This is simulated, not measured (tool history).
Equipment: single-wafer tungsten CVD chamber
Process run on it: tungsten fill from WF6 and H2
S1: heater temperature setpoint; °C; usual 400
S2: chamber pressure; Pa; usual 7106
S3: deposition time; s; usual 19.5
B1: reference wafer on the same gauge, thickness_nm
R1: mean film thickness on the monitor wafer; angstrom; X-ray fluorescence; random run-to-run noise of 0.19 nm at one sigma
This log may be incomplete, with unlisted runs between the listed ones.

run,hour,S1,S2,S3,B1,R1
1,0.0,400,7106,19.5,70.605,762.09
2,15.5,400,7106,20.4,70.591,799.13
3,30.2,390,7106,19.5,70.570,644.36
4,45.0,390,7106,19.5,70.630,643.65
5,76.9,390,7106,19.5,70.611,645.55
6,112.8,400,7106,17.0,70.572,658.59
7,125.6,400,7106,17.0,70.594,658.62
8,144.7,395,7106,16.9,70.579,606.91
# hour 174.3: capacitance manometer re-zeroed and calibrated
9,174.8,395,7106,16.9,70.622,640.20
10,189.7,395,7106,16.9,70.572,638.98
# hour 212.7: gauge calibrated
11,218.2,392,7106,19.5,70.599,707.57
12,237.2,400,7106,19.5,70.579,801.52
13,269.4,390,7106,21.2,70.584,742.67
# hour 278.9: thermocouple changed; heater temperature recalibrated
# hour 297.1: showerhead replaced
14,298.2,385,8306,17.2,70.574,572.20

For run 15, what comes out?
15,315.4,394,6066,17.2,?,?

B1: 70.570
R1: 554.42 angstrom
Were there no unlogged condition in the tool, this run, its random variation unchanged, would have produced R1 559.34 angstrom.
